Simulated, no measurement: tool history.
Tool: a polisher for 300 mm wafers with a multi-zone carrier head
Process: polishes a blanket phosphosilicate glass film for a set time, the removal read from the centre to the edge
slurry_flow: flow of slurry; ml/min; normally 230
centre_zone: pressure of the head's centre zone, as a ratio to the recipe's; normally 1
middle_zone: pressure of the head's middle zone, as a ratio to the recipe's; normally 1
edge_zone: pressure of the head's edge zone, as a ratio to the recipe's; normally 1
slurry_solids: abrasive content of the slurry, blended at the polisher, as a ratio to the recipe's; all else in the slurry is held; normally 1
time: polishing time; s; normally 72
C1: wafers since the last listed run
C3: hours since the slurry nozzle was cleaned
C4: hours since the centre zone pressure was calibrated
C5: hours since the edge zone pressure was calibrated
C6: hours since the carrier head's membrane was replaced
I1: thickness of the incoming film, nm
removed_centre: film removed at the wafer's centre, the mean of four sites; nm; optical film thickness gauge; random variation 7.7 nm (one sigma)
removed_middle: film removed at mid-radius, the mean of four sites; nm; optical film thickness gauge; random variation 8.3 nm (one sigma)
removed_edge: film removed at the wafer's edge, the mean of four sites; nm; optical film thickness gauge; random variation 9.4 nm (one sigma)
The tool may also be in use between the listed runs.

{"run": 1, "hour": 0.0, "slurry_flow": 230, "centre_zone": 1, "middle_zone": 1, "edge_zone": 1, "slurry_solids": 1, "time": 72, "C1": 0, "wafers polished on this pad": 1464, "C3": 44.7, "C4": 1012, "C5": 283.1, "C6": 757, "I1": 4066.1, "removed_centre": 604, "removed_middle": 636.9, "removed_edge": 653.5}
{"run": 2, "hour": 27.8, "slurry_flow": 230, "centre_zone": 1, "middle_zone": 1, "edge_zone": 1, "slurry_solids": 1, "time": 85, "C1": 140, "wafers polished on this pad": 1605, "C3": 72.5, "C4": 1039.8, "C5": 310.9, "C6": 784.8, "I1": 4034.8, "removed_centre": 700.9, "removed_middle": 759.1, "removed_edge": 760.8}
{"hour": 71.1, "done": "worn pad replaced by a new one"}
{"hour": 125.0, "done": "edge zone pressure recalibrated"}
{"run": 3, "hour": 125.5, "slurry_flow": 230, "centre_zone": 1, "middle_zone": 1, "edge_zone": 1, "slurry_solids": 1, "time": 72, "C1": 463, "wafers polished on this pad": 264, "C3": 170.2, "C4": 1137.5, "C5": 0.5, "C6": 882.5, "I1": 4071.5, "removed_centre": 616.1, "removed_middle": 693.2, "removed_edge": 670}
{"run": 4, "hour": 193.7, "slurry_flow": 230, "centre_zone": 1, "middle_zone": 1, "edge_zone": 1, "slurry_solids": 1, "time": 72, "C1": 344, "wafers polished on this pad": 609, "C3": 238.4, "C4": 1205.7, "C5": 68.7, "C6": 950.7, "I1": 3991.4, "removed_centre": 602.9, "removed_middle": 661.4, "removed_edge": 650.8}
{"hour": 209.4, "done": "centre zone pressure recalibrated"}
{"run": 5, "hour": 245.0, "slurry_flow": 230, "centre_zone": 1, "middle_zone": 1, "edge_zone": 1, "slurry_solids": 1, "time": 72, "C1": 249, "wafers polished on this pad": 858, "C3": 289.7, "C4": 35.6, "C5": 120, "C6": 1002, "I1": 4018.1, "removed_centre": 632.1, "removed_middle": 647.2, "removed_edge": 643.3}
{"run": 6, "hour": 297.2, "slurry_flow": 230, "centre_zone": 1, "middle_zone": 1, "edge_zone": 1, "slurry_solids": 1, "time": 72, "C1": 263, "wafers polished on this pad": 1122, "C3": 341.9, "C4": 87.8, "C5": 172.2, "C6": 1054.2, "I1": 4032.9, "removed_centre": 643.9, "removed_middle": 645.8, "removed_edge": 635.7}
{"run": 7, "hour": 340.9, "slurry_flow": 230, "centre_zone": 1, "middle_zone": 1, "edge_zone": 1, "slurry_solids": 1, "time": 72, "C1": 220, "wafers polished on this pad": 1343, "C3": 385.6, "C4": 131.5, "C5": 215.9, "C6": 1097.9, "I1": 3979.4, "removed_centre": 638, "removed_middle": 650.8, "removed_edge": 644}
{"run": 8, "hour": 400.5, "slurry_flow": 230, "centre_zone": 1, "middle_zone": 1, "edge_zone": 1, "slurry_solids": 1, "time": 72, "C1": 301, "wafers polished on this pad": 1644, "C3": 445.2, "C4": 191.1, "C5": 275.5, "C6": 1157.5, "I1": 4038.3, "removed_centre": 628.3, "removed_middle": 648.8, "removed_edge": 626.4}
{"hour": 414.5, "done": "slurry nozzle cleaned"}
{"hour": 415.8, "done": "worn pad replaced by a new one"}
{"run": 9, "hour": 443.2, "slurry_flow": 230, "centre_zone": 0.91, "middle_zone": 1, "edge_zone": 1, "slurry_solids": 1, "time": 57, "C1": 204, "wafers polished on this pad": 138, "C3": 28.7, "C4": 233.8, "C5": 318.2, "C6": 1200.2, "I1": 3989.3, "removed_centre": 480, "removed_middle": 536, "removed_edge": 527.5}
{"hour": 505.3, "done": "carrier head's membrane replaced by a new one"}
{"run": 10, "hour": 505.8, "slurry_flow": 230, "centre_zone": 1, "middle_zone": 1, "edge_zone": 1, "slurry_solids": 1, "time": 72, "C1": 291, "wafers polished on this pad": 429, "C3": 91.3, "C4": 296.4, "C5": 380.8, "C6": 0.5, "I1": 4010.8, "removed_centre": 636.5, "removed_middle": 660.8, "removed_edge": 658.8}
{"hour": 535.8, "done": "edge zone pressure recalibrated"}
{"run": 11, "hour": 670.8, "slurry_flow": 230, "centre_zone": 1, "middle_zone": 1, "edge_zone": 1, "slurry_solids": 1, "time": 72, "C1": 823, "wafers polished on this pad": 1253, "C3": 256.3, "C4": 461.4, "C5": 135, "C6": 165.5, "I1": 4067.6, "removed_centre": 613.9, "removed_middle": 629.5, "removed_edge": 641.1}
{"run": 12, "hour": 739.9, "slurry_flow": 230, "centre_zone": 1, "middle_zone": 0.93, "edge_zone": 1, "slurry_solids": 1, "time": 72, "C1": 349, "wafers polished on this pad": 1602, "C3": 325.4, "C4": 530.5, "C5": 204.1, "C6": 234.6, "I1": 4027.8, "removed_centre": 598.1, "removed_middle": 591.3, "removed_edge": 633.7}
{"run": 13, "hour": 771.7, "slurry_flow": 250, "centre_zone": 1, "middle_zone": 1.08, "edge_zone": 1, "slurry_solids": 1, "time": 93, "C1": 160, "wafers polished on this pad": 1763, "C3": 357.2, "C4": 562.3, "C5": 235.9, "C6": 266.4, "I1": 4066.1, "removed_centre": 785, "removed_middle": 875.4, "removed_edge": 823.5}
{"hour": 842.8, "done": "worn pad replaced by a new one"}
{"hour": 909.2, "done": "slurry nozzle cleaned"}
{"run": 14, "hour": 959.2, "slurry_flow": 265, "centre_zone": 1, "middle_zone": 0.89, "edge_zone": 0.95, "slurry_solids": 1, "time": 83, "C1": 922, "wafers polished on this pad": 583, "C3": 50, "C4": 749.8, "C5": 423.4, "C6": 453.9, "I1": 3977.2, "removed_centre": 716.1, "removed_middle": 701.6, "removed_edge": 747}
{"hour": 963.7, "done": "edge zone pressure recalibrated"}
{"run": 15, "hour": 1021.1, "slurry_flow": 230, "centre_zone": 0.94, "middle_zone": 1, "edge_zone": 1.05, "slurry_solids": 1, "time": 72, "C1": 302, "wafers polished on this pad": 886, "C3": 111.9, "C4": 811.7, "C5": 57.4, "C6": 515.8, "I1": 4016.5, "removed_centre": 565.4, "removed_middle": 654.6, "removed_edge": 656.4}
{"run": 16, "hour": 1078.9, "slurry_flow": 230, "centre_zone": 1, "middle_zone": 1.04, "edge_zone": 1.07, "slurry_solids": 1, "time": 72, "C1": 292, "wafers polished on this pad": 1178, "C3": 169.7, "C4": 869.5, "C5": 115.2, "C6": 573.6, "I1": 4037, "removed_centre": 587.3, "removed_middle": 665.8, "removed_edge": 667.3}
{"run": 17, "hour": 1132.8, "slurry_flow": 205, "centre_zone": 1, "middle_zone": 1, "edge_zone": 0.91, "slurry_solids": 1, "time": 72, "C1": 272, "wafers polished on this pad": 1450, "C3": 223.6, "C4": 923.4, "C5": 169.1, "C6": 627.5, "I1": 4003.8, "removed_centre": 579.3, "removed_middle": 645.8, "removed_edge": 584.3}
{"run": 18, "hour": 1204.2, "slurry_flow": 230, "centre_zone": 1, "middle_zone": 1, "edge_zone": 1, "slurry_solids": 1, "time": 72, "C1": 360, "wafers polished on this pad": 1811, "C3": 295, "C4": 994.8, "C5": 240.5, "C6": 698.9, "I1": 3989.8, "removed_centre": 574.2, "removed_middle": 649.9, "removed_edge": 637.2}
{"hour": 1256.6, "done": "worn pad replaced by a new one"}
{"run": 19, "hour": 1258.3, "slurry_flow": 160, "centre_zone": 1, "middle_zone": 1, "edge_zone": 0.96, "slurry_solids": 1, "time": 72, "C1": 253, "wafers polished on this pad": 8, "C3": 349.1, "C4": 1048.9, "C5": 294.6, "C6": 753, "I1": 4020.9, "removed_centre": 604.9, "removed_middle": 680.5, "removed_edge": 659.2}
{"run": 20, "hour": 1304.3, "slurry_flow": 230, "centre_zone": 0.96, "middle_zone": 1, "edge_zone": 1, "slurry_solids": 1, "time": 72, "C1": 232, "wafers polished on this pad": 241, "C3": 395.1, "C4": 1094.9, "C5": 340.6, "C6": 799, "I1": 3923.4, "removed_centre": 591.4, "removed_middle": 687.5, "removed_edge": 677.4}
{"hour": 1306.9, "done": "slurry nozzle cleaned"}
{"run": 21, "hour": 1336.6, "slurry_flow": 230, "centre_zone": 1.07, "middle_zone": 1.07, "edge_zone": 1, "slurry_solids": 0.8, "time": 72, "C1": 158, "wafers polished on this pad": 399, "C3": 29.7, "C4": 1127.2, "C5": 372.9, "C6": 831.3, "I1": 3989.5, "removed_centre": 583.2, "removed_middle": 652.5, "removed_edge": 608}
{"run": 22, "hour": 1385.8, "slurry_flow": 230, "centre_zone": 1, "middle_zone": 1, "edge_zone": 1, "slurry_solids": 1, "time": 72, "C1": 248, "wafers polished on this pad": 648, "C3": 78.9, "C4": 1176.4, "C5": 422.1, "C6": 880.5, "I1": 4014.8, "removed_centre": 598.2, "removed_middle": 652, "removed_edge": 664.2}

Predict each of these 3 candidate next runs independently; none follows another, all start after run 22:
{"run": "A", "hour": 1386.3, "slurry_flow": 230, "centre_zone": 1, "middle_zone": 1, "edge_zone": 1, "slurry_solids": 1, "time": 72, "C1": 2, "wafers polished on this pad": 650, "C3": 79.4, "C4": 1176.9, "C5": 422.6, "C6": 881, "I1": 4020.1, "removed_centre": "?", "removed_middle": "?", "removed_edge": "?"}
{"run": "B", "hour": 1386.3, "slurry_flow": 205, "centre_zone": 1, "middle_zone": 1.11, "edge_zone": 1, "slurry_solids": 1, "time": 60, "C1": 2, "wafers polished on this pad": 650, "C3": 79.4, "C4": 1176.9, "C5": 422.6, "C6": 881, "I1": 4020.1, "removed_centre": "?", "removed_middle": "?", "removed_edge": "?"}
{"run": "C", "hour": 1386.3, "slurry_flow": 230, "centre_zone": 1, "middle_zone": 1, "edge_zone": 1.08, "slurry_solids": 1, "time": 72, "C1": 2, "wafers polished on this pad": 650, "C3": 79.4, "C4": 1176.9, "C5": 422.6, "C6": 881, "I1": 4020.1, "removed_centre": "?", "removed_middle": "?", "removed_edge": "?"}

run=A removed_centre=582.1 removed_middle=667.5 removed_edge=660.5
run=B removed_centre=479.8 removed_middle=601.6 removed_edge=545.3
run=C removed_centre=582.1 removed_middle=667.4 removed_edge=686
Without the tool's hidden state the same runs would have given:
run=A removed_centre=684.6 removed_middle=702 removed_edge=695
run=B removed_centre=564.3 removed_middle=632.7 removed_edge=573.8
run=C removed_centre=684.6 removed_middle=702 removed_edge=721.9

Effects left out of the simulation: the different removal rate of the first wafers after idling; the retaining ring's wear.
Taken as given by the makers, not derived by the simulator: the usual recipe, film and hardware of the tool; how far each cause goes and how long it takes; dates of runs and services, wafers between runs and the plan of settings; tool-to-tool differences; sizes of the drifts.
